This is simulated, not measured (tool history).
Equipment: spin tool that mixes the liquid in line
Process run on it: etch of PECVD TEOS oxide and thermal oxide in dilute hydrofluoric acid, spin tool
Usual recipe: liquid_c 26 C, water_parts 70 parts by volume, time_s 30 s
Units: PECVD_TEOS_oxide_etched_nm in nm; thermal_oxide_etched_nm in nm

run,hour,liquid_c,water_parts,time_s,"read-back film thickness of the PECVD TEOS oxide reference wafer, read on the same gauge (nm)","read-back film thickness of the thermal oxide reference wafer, read on the same gauge (nm)",PECVD_TEOS_oxide_etched_nm,thermal_oxide_etched_nm
1,0,26,70,30,70,140.022,5.98,2.504
2,69.6,24,70,30,69.99,140.005,5.41,2.345
# hour 73.8: gauge calibrated
3,111,24,70,30,70.01,140.049,5.39,2.334
4,174.8,24,70,30,69.97,139.986,5.44,2.364
5,275.3,26,70,30,69.99,140.047,5.92,2.548
6,324.7,30,60,35,70.01,140.005,9.58,4.041
7,373.5,26,60,40,70,140.026,9.41,3.992
# hour 415.9: thermometer replaced
8,428.6,30.5,95,35,70.01,139.98,5.85,2.53
9,472.5,21.5,40,20,70.02,140.005,5.99,2.542
10,510.7,22.5,85,25,70.02,139.991,3.43,1.468
11,563.9,30.5,70,15,70,140.013,3.54,1.539
12,604.7,30.5,95,35,70.03,139.983,5.85,2.502
13,664.5,28,55,45,70.01,140.014,12.51,5.404
14,723.8,24,55,20,70,139.995,4.7,1.991
15,768.5,26,70,30,70.01,139.988,5.87,2.551
16,820.1,26,85,30,70.02,140.008,4.79,2.049
17,881.2,23,70,30,70,139.993,5.18,2.228
18,925.3,28.5,70,30,70.02,140.013,6.53,2.77
19,990.3,26,70,35,70.02,139.983,6.87,2.973
20,1037.1,24.5,85,20,70,139.998,2.99,1.274
21,1076.6,26,70,30,69.98,139.994,5.87,2.516
22,1124.7,26,70,30,70.04,140.014,5.88,2.572
23,1177.1,26,70,30,70,139.978,5.94,2.463
24,1231.3,26,95,30,70,140.012,4.17,1.773
25,1261.2,24.5,35,30,70,139.982,11.59,4.944

Here are 5 independent what-if runs from the current tool condition. What would each one return?
A,1261.6,26,70,30,?,?,?,?
B,1261.6,26,55,30,?,?,?,?
C,1261.6,23,70,40,?,?,?,?
D,1261.6,22,90,25,?,?,?,?
E,1261.6,28,70,30,?,?,?,?

run,"read-back film thickness of the PECVD TEOS oxide reference wafer, read on the same gauge (nm)","read-back film thickness of the thermal oxide reference wafer, read on the same gauge (nm)",PECVD_TEOS_oxide_etched_nm,thermal_oxide_etched_nm
A,70,140.025,5.86,2.519
B,70,140.025,7.62,3.272
C,70,140.025,6.92,2.976
D,70,140.025,3.15,1.355
E,70,140.025,6.34,2.726
Without the tool's hidden state the same runs would have given:
run,PECVD_TEOS_oxide_etched_nm,thermal_oxide_etched_nm
A,5.86,2.519
B,7.62,3.272
C,6.92,2.976
D,3.15,1.355
E,6.34,2.726
